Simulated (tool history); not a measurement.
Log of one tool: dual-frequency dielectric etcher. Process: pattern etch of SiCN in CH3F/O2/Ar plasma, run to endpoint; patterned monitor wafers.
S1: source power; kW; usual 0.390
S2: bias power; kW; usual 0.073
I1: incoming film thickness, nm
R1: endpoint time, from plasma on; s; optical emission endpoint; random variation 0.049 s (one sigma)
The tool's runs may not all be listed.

run 1 hour=0.0 | S1=0.470 S2=0.073 | I1=6.11 | R1=14.3
run 2 hour=6.0 | S1=0.470 S2=0.073 | I1=6.12 | R1=14.3
run 3 hour=16.8 | S1=0.390 S2=0.073 | I1=6.14 | R1=15.7
run 4 hour=25.2 | S1=0.390 S2=0.073 | I1=6.06 | R1=15.6
run 5 hour=33.7 | S1=0.390 S2=0.073 | I1=6.13 | R1=15.7
run 6 hour=41.1 | S1=0.390 S2=0.065 | I1=6.08 | R1=16.0
run 7 hour=58.4 | S1=0.390 S2=0.073 | I1=6.13 | R1=15.7
run 8 hour=68.7 | S1=0.390 S2=0.073 | I1=6.12 | R1=15.6
run 9 hour=86.4 | S1=0.390 S2=0.073 | I1=6.17 | R1=15.8
run 10 hour=99.0 | S1=0.390 S2=0.073 | I1=6.10 | R1=15.5
run 11 hour=108.2 | S1=0.390 S2=0.085 | I1=6.11 | R1=14.9
run 12 hour=114.6 | S1=0.320 S2=0.073 | I1=6.08 | R1=17.0
run 13 hour=132.2 | S1=0.320 S2=0.073 | I1=6.13 | R1=17.1
run 14 hour=149.3 | S1=0.320 S2=0.073 | I1=6.09 | R1=16.9
-- hour=174.6 upper electrode replaced
run 15 hour=175.1 | S1=0.390 S2=0.081 | I1=6.08 | R1=15.0
run 16 hour=175.4 | S1=0.390 S2=0.081 | I1=6.15 | R1=15.0
-- hour=201.9 wet clean of the chamber
run 17 hour=202.4 | S1=0.450 S2=0.073 | I1=6.06 | R1=15.2
run 18 hour=202.7 | S1=0.390 S2=0.073 | I1=6.13 | R1=16.4
run 19 hour=204.7 | S1=0.290 S2=0.056 | I1=6.12 | R1=20.2
run 20 hour=220.4 | S1=0.390 S2=0.073 | I1=6.12 | R1=16.4
run 21 hour=234.1 | S1=0.390 S2=0.073 | I1=6.12 | R1=16.3
-- hour=238.8 bias power generator calibrated
run 22 hour=243.0 | S1=0.300 S2=0.058 | I1=6.07 | R1=19.4
run 23 hour=257.6 | S1=0.390 S2=0.090 | I1=6.15 | R1=15.5
run 24 hour=271.5 | S1=0.350 S2=0.081 | I1=6.12 | R1=16.6
run 25 hour=289.1 | S1=0.390 S2=0.059 | I1=6.20 | R1=17.3
-- hour=301.4 source power generator calibrated
run 26 hour=303.7 | S1=0.340 S2=0.065 | I1=6.13 | R1=17.8
run 27 hour=319.5 | S1=0.420 S2=0.088 | I1=6.15 | R1=15.0
run 28 hour=326.8 | S1=0.350 S2=0.065 | I1=6.19 | R1=17.7
run 29 hour=343.8 | S1=0.310 S2=0.083 | I1=6.13 | R1=17.5
run 30 hour=353.7 | S1=0.390 S2=0.073 | I1=6.02 | R1=15.9
run 31 hour=363.2 | S1=0.390 S2=0.073 | I1=6.12 | R1=16.2
run 32 hour=370.9 | S1=0.390 S2=0.073 | I1=6.02 | R1=15.9
run 33 hour=385.9 | S1=0.390 S2=0.064 | I1=6.17 | R1=16.8
run 34 hour=400.7 | S1=0.460 S2=0.083 | I1=6.08 | R1=14.3

Hidden state or all else? Some run-to-run changes of R1, split into what the settings, what came in and random variation would give without the hidden state, and what is left for the hidden state (with any gauge scatter that isn't in both results):
The hidden state here: etch rate over this chamber's usual, %; source power that arrives over what is set, %; bias power that arrives over what is set, %.
Run 5 -> 6: S2 0.073 -> 0.065. R1 +0.3 s: hidden state -0.1, all else +0.4.
Run 9 -> 10: no setting changed, nothing entered. R1 -0.3 s: hidden state -0.1, all else -0.2.
Run 16 -> 17: S1 0.390 -> 0.450, S2 0.081 -> 0.073, wet clean of the chamber. R1 +0.2 s: hidden state +0.9, all else -0.7.
Run 18 -> 19: S1 0.390 -> 0.290, S2 0.073 -> 0.056. R1 +3.8 s: hidden state -0.1, all else +3.9.
Run 19 -> 20: S1 0.290 -> 0.390, S2 0.056 -> 0.073. R1 -3.8 s: hidden state +0.0, all else -3.8.
Run 22 -> 23: S1 0.300 -> 0.390, S2 0.058 -> 0.090. R1 -3.9 s: hidden state +0.0, all else -3.9.
